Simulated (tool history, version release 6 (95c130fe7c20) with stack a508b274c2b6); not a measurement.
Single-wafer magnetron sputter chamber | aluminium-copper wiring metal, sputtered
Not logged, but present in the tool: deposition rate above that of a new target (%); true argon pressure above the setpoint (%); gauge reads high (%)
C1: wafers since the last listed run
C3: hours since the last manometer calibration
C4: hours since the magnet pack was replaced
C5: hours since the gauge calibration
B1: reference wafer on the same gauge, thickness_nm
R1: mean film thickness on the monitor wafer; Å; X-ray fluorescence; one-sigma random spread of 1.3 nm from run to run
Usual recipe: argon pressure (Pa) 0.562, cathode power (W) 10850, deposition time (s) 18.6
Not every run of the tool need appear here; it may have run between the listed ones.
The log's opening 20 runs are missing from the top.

Run 21, hour 349.5: usual settings but argon pressure (Pa) 0.497, cathode power (W) 8300, deposition time (s) 21.2; C1 182; wafers on the sputter target 5534; C3 2449.9; C4 237.8; C5 490.9; B1 408.140. Result: R1 3165.94 Å.
Run 22, hour 357.3: usual settings; C1 187; wafers on the sputter target 5721; C3 2457.7; C4 245.6; C5 498.7; B1 407.724. Result: R1 3535.56 Å.
Run 23, hour 367.6: usual settings but deposition time (s) 15.9; C1 247; wafers on the sputter target 5969; C3 2468.0; C4 255.9; C5 509.0; B1 407.882. Result: R1 3033.94 Å.
At hour 376.2: gauge calibrated.
Run 24, hour 380.6: usual settings but cathode power (W) 9350; C1 312; wafers on the sputter target 6281; C3 2481.0; C4 268.9; C5 4.4; B1 408.145. Result: R1 3059.91 Å.
At hour 399.5: sputter target and shields replaced.
Run 25, hour 400.0: usual settings but argon pressure (Pa) 0.693; C1 274; wafers on the sputter target 11; C3 2500.4; C4 288.3; C5 23.8; B1 408.173. Result: R1 3445.90 Å.
At hour 413.2: capacitance manometer re-zeroed and calibrated.
Run 26, hour 413.7: usual settings but cathode power (W) 9300; C1 137; wafers on the sputter target 148; C3 0.5; C4 302.0; C5 37.5; B1 408.127. Result: R1 3073.44 Å.
Run 27, hour 450.0: usual settings but argon pressure (Pa) 0.356, deposition time (s) 20.6; C1 872; wafers on the sputter target 1020; C3 36.8; C4 338.3; C5 73.8; B1 407.953. Result: R1 4304.56 Å.
Run 28, hour 462.7: usual settings but deposition time (s) 15.9; C1 305; wafers on the sputter target 1326; C3 49.5; C4 351.0; C5 86.5; B1 407.977. Result: R1 3095.85 Å.
Run 29, hour 480.7: usual settings; C1 432; wafers on the sputter target 1758; C3 67.5; C4 369.0; C5 104.5; B1 407.820. Result: R1 3601.66 Å.
Run 30, hour 493.8: usual settings but argon pressure (Pa) 0.441, cathode power (W) 9450, deposition time (s) 19.8; C1 314; wafers on the sputter target 2073; C3 80.6; C4 382.1; C5 117.6; B1 408.218. Result: R1 3480.37 Å.
Run 31, hour 507.2: usual settings but argon pressure (Pa) 0.692, cathode power (W) 12900, deposition time (s) 17.3; C1 322; wafers on the sputter target 2395; C3 94.0; C4 395.5; C5 131.0; B1 407.861. Result: R1 3791.30 Å.
Run 32, hour 517.8: usual settings but cathode power (W) 9400; C1 254; wafers on the sputter target 2650; C3 104.6; C4 406.1; C5 141.6; B1 407.778. Result: R1 3113.88 Å.
Run 33, hour 528.8: usual settings but argon pressure (Pa) 0.346; C1 264; wafers on the sputter target 2915; C3 115.6; C4 417.1; C5 152.6; B1 407.969. Result: R1 3871.47 Å.
Run 34, hour 541.1: usual settings but argon pressure (Pa) 0.452, cathode power (W) 12800, deposition time (s) 17.2; C1 295; wafers on the sputter target 3210; C3 127.9; C4 429.4; C5 164.9; B1 408.171. Result: R1 4065.72 Å.
Run 35, hour 554.2: usual settings but deposition time (s) 17.3; C1 314; wafers on the sputter target 3525; C3 141.0; C4 442.5; C5 178.0; B1 408.112. Result: R1 3315.21 Å.
Run 36, hour 571.8: usual settings but argon pressure (Pa) 0.463, deposition time (s) 16.3; C1 423; wafers on the sputter target 3948; C3 158.6; C4 460.1; C5 195.6; B1 408.145. Result: R1 3244.06 Å.

Here are 3 independent what-if runs from the current tool condition. What would each one return?
Run A, hour 572.2: usual settings but cathode power (W) 11750; C1 9; wafers on the sputter target 3958; C3 159.0; C4 460.5; C5 196.0; B1 ?. Result: R1 ?.
Run B, hour 572.2: usual settings but argon pressure (Pa) 0.399, cathode power (W) 12800, deposition time (s) 15.7; C1 9; wafers on the sputter target 3958; C3 159.0; C4 460.5; C5 196.0; B1 ?. Result: R1 ?.
Run C, hour 572.2: usual settings but cathode power (W) 8350; C1 9; wafers on the sputter target 3958; C3 159.0; C4 460.5; C5 196.0; B1 ?. Result: R1 ?.

run       B1       R1
  A  407.839  3871.04
  B  407.839  3774.78
  C  407.839  2750.91
With the hidden condition removed and each run's random variation left untouched, the same runs would have given:
run       R1
  A  3924.86
  B  3827.27
  C  2789.16
